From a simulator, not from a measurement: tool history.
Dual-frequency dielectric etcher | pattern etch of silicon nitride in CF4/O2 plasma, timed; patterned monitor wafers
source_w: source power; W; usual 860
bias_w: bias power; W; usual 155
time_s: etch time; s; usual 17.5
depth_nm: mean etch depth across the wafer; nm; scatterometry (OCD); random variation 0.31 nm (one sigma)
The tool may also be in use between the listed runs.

run,hour,source_w,bias_w,time_s,"read-back reference wafer on the same gauge, depth_nm",depth_nm
1,0,860,155,17.5,53.2,53.6
2,7,960,155,17.5,53.2,57.4
3,23.3,860,155,17.5,53.2,53.8
4,32.3,860,155,17.5,53.1,53.7
5,44.5,860,155,17.5,53.2,53.1
6,55.9,860,155,17.5,53.3,53.6
7,67.1,860,155,17.5,53.2,53.6
8,81.9,860,155,17.5,53.2,53.6
# hour 94.8: gauge calibrated
# hour 108.7: bias power generator calibrated
# hour 111.7: upper electrode replaced
# hour 112.6: source power generator calibrated
# hour 134.1: wet clean of the chamber
9,134.6,860,155,17.5,53.2,53.7
10,134.9,860,155,17.5,53.1,53.7
11,135.2,860,118,19.5,53.2,53.3
12,135.5,860,155,17.5,53.3,53.8
13,148,660,155,17.5,53.1,45.7
14,163.8,860,155,17.5,53.2,53.7
15,173.1,640,155,15.5,53.2,39.3
16,190.8,860,133,19,53.2,54.6
17,204.9,860,180,14.5,53.1,48.2

The next listed run, before its measurement:
18,212.5,1000,134,17.5,?,?

{"run 18": {"read-back reference wafer on the same gauge, depth_nm": 53.1, "depth_nm": 56.2}}
Without the tool's hidden state the same run would have given depth_nm 56.2 nm.
